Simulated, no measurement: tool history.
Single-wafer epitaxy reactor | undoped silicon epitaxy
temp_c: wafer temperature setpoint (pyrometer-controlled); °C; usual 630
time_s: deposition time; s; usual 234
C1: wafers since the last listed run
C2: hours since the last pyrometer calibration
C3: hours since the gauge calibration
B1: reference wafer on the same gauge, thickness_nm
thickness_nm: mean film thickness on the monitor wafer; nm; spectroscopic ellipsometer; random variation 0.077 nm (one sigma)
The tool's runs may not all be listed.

{"run": 1, "hour": 0.0, "temp_c": 630, "time_s": 234, "C1": 0, "C2": 1820.7, "C3": 2742.3, "B1": 20.697, "thickness_nm": 24.664}
{"hour": 264.1, "done": "pyrometer calibrated"}
{"run": 2, "hour": 279.6, "temp_c": 630, "time_s": 234, "C1": 2704, "C2": 15.5, "C3": 3021.9, "B1": 20.706, "thickness_nm": 24.259}
{"run": 3, "hour": 378.9, "temp_c": 630, "time_s": 234, "C1": 988, "C2": 114.8, "C3": 3121.2, "B1": 20.677, "thickness_nm": 24.33}
{"run": 4, "hour": 457.2, "temp_c": 630, "time_s": 234, "C1": 779, "C2": 193.1, "C3": 3199.5, "B1": 20.692, "thickness_nm": 24.361}
{"run": 5, "hour": 514.0, "temp_c": 638, "time_s": 234, "C1": 565, "C2": 249.9, "C3": 3256.3, "B1": 20.715, "thickness_nm": 29.215}
{"run": 6, "hour": 555.4, "temp_c": 630, "time_s": 234, "C1": 412, "C2": 291.3, "C3": 3297.7, "B1": 20.72, "thickness_nm": 24.45}
{"run": 7, "hour": 628.5, "temp_c": 630, "time_s": 234, "C1": 727, "C2": 364.4, "C3": 3370.8, "B1": 20.714, "thickness_nm": 24.374}
{"run": 8, "hour": 718.7, "temp_c": 630, "time_s": 234, "C1": 898, "C2": 454.6, "C3": 3461.0, "B1": 20.67, "thickness_nm": 24.33}
{"run": 9, "hour": 821.2, "temp_c": 630, "time_s": 234, "C1": 1020, "C2": 557.1, "C3": 3563.5, "B1": 20.709, "thickness_nm": 24.203}
{"run": 10, "hour": 926.9, "temp_c": 630, "time_s": 234, "C1": 1052, "C2": 662.8, "C3": 3669.2, "B1": 20.712, "thickness_nm": 24.473}
{"run": 11, "hour": 1019.1, "temp_c": 630, "time_s": 234, "C1": 918, "C2": 755.0, "C3": 3761.4, "B1": 20.693, "thickness_nm": 24.289}
{"run": 12, "hour": 1234.6, "temp_c": 620, "time_s": 234, "C1": 2145, "C2": 970.5, "C3": 3976.9, "B1": 20.723, "thickness_nm": 19.375}
{"run": 13, "hour": 1303.7, "temp_c": 620, "time_s": 234, "C1": 688, "C2": 1039.6, "C3": 4046.0, "B1": 20.712, "thickness_nm": 19.367}
{"run": 14, "hour": 1409.4, "temp_c": 620, "time_s": 234, "C1": 1052, "C2": 1145.3, "C3": 4151.7, "B1": 20.69, "thickness_nm": 19.4}
{"run": 15, "hour": 1486.8, "temp_c": 630, "time_s": 234, "C1": 770, "C2": 1222.7, "C3": 4229.1, "B1": 20.662, "thickness_nm": 24.606}
{"run": 16, "hour": 1544.0, "temp_c": 630, "time_s": 234, "C1": 569, "C2": 1279.9, "C3": 4286.3, "B1": 20.726, "thickness_nm": 24.542}
{"hour": 1546.9, "done": "gauge calibrated"}
{"run": 17, "hour": 1610.8, "temp_c": 630, "time_s": 234, "C1": 665, "C2": 1346.7, "C3": 63.9, "B1": 20.695, "thickness_nm": 24.491}
{"run": 18, "hour": 1700.0, "temp_c": 630, "time_s": 212, "C1": 888, "C2": 1435.9, "C3": 153.1, "B1": 20.702, "thickness_nm": 22.347}
{"run": 19, "hour": 1787.2, "temp_c": 630, "time_s": 212, "C1": 868, "C2": 1523.1, "C3": 240.3, "B1": 20.728, "thickness_nm": 22.314}
{"run": 20, "hour": 1839.8, "temp_c": 630, "time_s": 215, "C1": 523, "C2": 1575.7, "C3": 292.9, "B1": 20.697, "thickness_nm": 22.609}
{"run": 21, "hour": 1911.5, "temp_c": 630, "time_s": 234, "C1": 713, "C2": 1647.4, "C3": 364.6, "B1": 20.715, "thickness_nm": 24.572}
{"run": 22, "hour": 1974.9, "temp_c": 618, "time_s": 187, "C1": 631, "C2": 1710.8, "C3": 428.0, "B1": 20.708, "thickness_nm": 14.844}
{"run": 23, "hour": 2029.8, "temp_c": 630, "time_s": 234, "C1": 546, "C2": 1765.7, "C3": 482.9, "B1": 20.671, "thickness_nm": 24.637}
{"run": 24, "hour": 2067.4, "temp_c": 643, "time_s": 255, "C1": 374, "C2": 1803.3, "C3": 520.5, "B1": 20.708, "thickness_nm": 35.926}
{"run": 25, "hour": 2129.1, "temp_c": 630, "time_s": 234, "C1": 614, "C2": 1865.0, "C3": 582.2, "B1": 20.728, "thickness_nm": 24.819}
{"hour": 2169.3, "done": "pyrometer calibrated"}
{"run": 26, "hour": 2190.2, "temp_c": 617, "time_s": 211, "C1": 528, "C2": 20.9, "C3": 643.3, "B1": 20.687, "thickness_nm": 16.135}
{"run": 27, "hour": 2275.2, "temp_c": 618, "time_s": 215, "C1": 846, "C2": 105.9, "C3": 728.3, "B1": 20.68, "thickness_nm": 16.865}
{"run": 28, "hour": 2336.0, "temp_c": 630, "time_s": 234, "C1": 605, "C2": 166.7, "C3": 789.1, "B1": 20.689, "thickness_nm": 24.095}
{"run": 29, "hour": 2569.9, "temp_c": 636, "time_s": 214, "C1": 2329, "C2": 400.6, "C3": 1023.0, "B1": 20.691, "thickness_nm": 25.347}
{"run": 30, "hour": 2628.7, "temp_c": 630, "time_s": 275, "C1": 585, "C2": 459.4, "C3": 1081.8, "B1": 20.684, "thickness_nm": 28.523}
{"run": 31, "hour": 2698.1, "temp_c": 641, "time_s": 234, "C1": 691, "C2": 528.8, "C3": 1151.2, "B1": 20.682, "thickness_nm": 30.935}
{"run": 32, "hour": 2736.8, "temp_c": 637, "time_s": 256, "C1": 385, "C2": 567.5, "C3": 1189.9, "B1": 20.711, "thickness_nm": 31.088}
{"run": 33, "hour": 2783.5, "temp_c": 630, "time_s": 253, "C1": 465, "C2": 614.2, "C3": 1236.6, "B1": 20.687, "thickness_nm": 26.115}
{"run": 34, "hour": 2826.6, "temp_c": 616, "time_s": 213, "C1": 429, "C2": 657.3, "C3": 1279.7, "B1": 20.703, "thickness_nm": 15.991}
{"run": 35, "hour": 2902.7, "temp_c": 626, "time_s": 234, "C1": 757, "C2": 733.4, "C3": 1355.8, "B1": 20.68, "thickness_nm": 22.096}
{"run": 36, "hour": 2970.2, "temp_c": 640, "time_s": 213, "C1": 672, "C2": 800.9, "C3": 1423.3, "B1": 20.72, "thickness_nm": 27.566}
{"run": 37, "hour": 3032.2, "temp_c": 618, "time_s": 277, "C1": 617, "C2": 862.9, "C3": 1485.3, "B1": 20.7, "thickness_nm": 21.791}
{"run": 38, "hour": 3078.1, "temp_c": 642, "time_s": 248, "C1": 457, "C2": 908.8, "C3": 1531.2, "B1": 20.696, "thickness_nm": 33.675}
{"run": 39, "hour": 3159.2, "temp_c": 634, "time_s": 234, "C1": 807, "C2": 989.9, "C3": 1612.3, "B1": 20.698, "thickness_nm": 26.613}
{"run": 40, "hour": 3249.8, "temp_c": 620, "time_s": 269, "C1": 902, "C2": 1080.5, "C3": 1702.9, "B1": 20.716, "thickness_nm": 22.28}

Below, each run's measurement less what the same run would have read without the hidden state. Both values contain the same run-to-run variation, but the gauge's scatter may not be the same in both:
What the log doesn't record here: wafer temperature above the value expected at the setpoint (K); gauge reads high (%).
run=1 thickness_nm=+0.372
run=2 thickness_nm=-0.007
run=3 thickness_nm=-0.005
run=4 thickness_nm=-0.003
run=5 thickness_nm=-0.001
run=6 thickness_nm=+0.003
run=7 thickness_nm=+0.007
run=8 thickness_nm=+0.016
run=9 thickness_nm=+0.028
run=10 thickness_nm=+0.042
run=11 thickness_nm=+0.055
run=12 thickness_nm=+0.079
run=13 thickness_nm=+0.092
run=14 thickness_nm=+0.112
run=15 thickness_nm=+0.160
run=16 thickness_nm=+0.175
run=17 thickness_nm=+0.194
run=18 thickness_nm=+0.202
run=19 thickness_nm=+0.228
run=20 thickness_nm=+0.247
run=21 thickness_nm=+0.294
run=22 thickness_nm=+0.198
run=23 thickness_nm=+0.340
run=24 thickness_nm=+0.503
run=25 thickness_nm=+0.383
run=26 thickness_nm=-0.100
run=27 thickness_nm=-0.104
run=28 thickness_nm=-0.143
run=29 thickness_nm=-0.133
run=30 thickness_nm=-0.145
run=31 thickness_nm=-0.144
run=32 thickness_nm=-0.139
run=33 thickness_nm=-0.113
run=34 thickness_nm=-0.067
run=35 thickness_nm=-0.080
run=36 thickness_nm=-0.083
run=37 thickness_nm=-0.059
run=38 thickness_nm=-0.074
run=39 thickness_nm=-0.041
run=40 thickness_nm=-0.016
